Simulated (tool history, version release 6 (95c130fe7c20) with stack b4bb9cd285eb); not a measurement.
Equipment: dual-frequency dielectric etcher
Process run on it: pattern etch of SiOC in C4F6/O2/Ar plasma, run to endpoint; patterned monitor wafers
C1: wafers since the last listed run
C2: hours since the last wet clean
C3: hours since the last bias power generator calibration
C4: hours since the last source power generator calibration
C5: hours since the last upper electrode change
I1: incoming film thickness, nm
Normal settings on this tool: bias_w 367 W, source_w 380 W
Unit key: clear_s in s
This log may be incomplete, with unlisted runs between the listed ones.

run 1 day=0 | bias_w=367 source_w=380 | C1=0 C2=89.1 C3=3799.6 C4=2158.2 C5=4032.8 | I1=40.51 | clear_s=17.1
run 2 day=4.054 | bias_w=367 source_w=380 | C1=1359 C2=186.4 C3=3896.9 C4=2255.5 C5=4130.1 | I1=40.27 | clear_s=17.1
run 3 day=6.492 | bias_w=367 source_w=380 | C1=817 C2=244.9 C3=3955.4 C4=2314 C5=4188.6 | I1=40.12 | clear_s=17
run 4 day=9.096 | bias_w=342 source_w=380 | C1=873 C2=307.4 C3=4017.9 C4=2376.5 C5=4251.1 | I1=40.63 | clear_s=17.8
run 5 day=12.392 | bias_w=367 source_w=410 | C1=1105 C2=386.5 C3=4097 C4=2455.6 C5=4330.2 | I1=40.3 | clear_s=16.9
run 6 day=14.467 | bias_w=367 source_w=410 | C1=696 C2=436.3 C3=4146.8 C4=2505.4 C5=4380 | I1=40.3 | clear_s=17.1
-- day=16.775 wet clean of the chamber
run 7 day=17.179 | bias_w=367 source_w=410 | C1=574 C2=9.7 C3=4211.9 C4=2570.5 C5=4445.1 | I1=40.58 | clear_s=16.8
run 8 day=19.554 | bias_w=367 source_w=380 | C1=796 C2=66.7 C3=4268.9 C4=2627.5 C5=4502.1 | I1=40.74 | clear_s=17.3
-- day=22.033 bias power generator calibrated
run 9 day=22.475 | bias_w=367 source_w=380 | C1=923 C2=136.8 C3=10.6 C4=2697.6 C5=4572.2 | I1=40.6 | clear_s=17.3
run 10 day=24.717 | bias_w=367 source_w=380 | C1=751 C2=190.6 C3=64.4 C4=2751.4 C5=4626 | I1=40.32 | clear_s=17.3
run 11 day=25.846 | bias_w=302 source_w=340 | C1=378 C2=217.7 C3=91.5 C4=2778.5 C5=4653.1 | I1=40.24 | clear_s=18.9
run 12 day=28.558 | bias_w=286 source_w=410 | C1=909 C2=282.8 C3=156.6 C4=2843.6 C5=4718.2 | I1=40.77 | clear_s=18.6
run 13 day=30.2 | bias_w=367 source_w=380 | C1=550 C2=322.2 C3=196 C4=2883 C5=4757.6 | I1=40.71 | clear_s=17.7
run 14 day=31.3 | bias_w=422 source_w=440 | C1=368 C2=348.6 C3=222.4 C4=2909.4 C5=4784 | I1=40.4 | clear_s=16
run 15 day=33.883 | bias_w=367 source_w=380 | C1=866 C2=410.6 C3=284.4 C4=2971.4 C5=4846 | I1=40.72 | clear_s=17.8
run 16 day=36.783 | bias_w=290 source_w=410 | C1=972 C2=480.2 C3=354 C4=3041 C5=4915.6 | I1=40.9 | clear_s=18.8
run 17 day=38.867 | bias_w=305 source_w=290 | C1=698 C2=530.2 C3=404 C4=3091 C5=4965.6 | I1=40.7 | clear_s=20.4
-- day=40.308 source power generator calibrated
-- day=40.838 wet clean of the chamber
-- day=41.658 upper electrode replaced
run 18 day=41.679 | bias_w=342 source_w=380 | C1=434 C2=20.2 C3=471.5 C4=32.9 C5=0.5 | I1=41.22 | clear_s=17.7
run 19 day=48.775 | bias_w=416 source_w=460 | C1=2380 C2=190.5 C3=641.8 C4=203.2 C5=170.8 | I1=40.49 | clear_s=15.6
run 20 day=55.212 | bias_w=429 source_w=340 | C1=2159 C2=345 C3=796.3 C4=357.7 C5=325.3 | I1=40.68 | clear_s=17.2
run 21 day=57.146 | bias_w=367 source_w=380 | C1=648 C2=391.4 C3=842.7 C4=404.1 C5=371.7 | I1=40.88 | clear_s=17.7

Below are 3 alternative next runs, each starting from the tool's condition after run 21. Predict each:
run A day=57.162 | bias_w=367 source_w=380 | C1=5 C2=391.8 C3=843.1 C4=404.5 C5=372.1 | I1=40.43 | clear_s=?
run B day=57.162 | bias_w=409 source_w=290 | C1=5 C2=391.8 C3=843.1 C4=404.5 C5=372.1 | I1=40.43 | clear_s=?
run C day=57.162 | bias_w=455 source_w=420 | C1=5 C2=391.8 C3=843.1 C4=404.5 C5=372.1 | I1=40.43 | clear_s=?

run=A clear_s=17.5
run=B clear_s=18.2
run=C clear_s=15.8
Take away the tool's hidden state, keep each run's random variation, and the runs would have read:
run=A clear_s=17
run=B clear_s=17.7
run=C clear_s=15.4
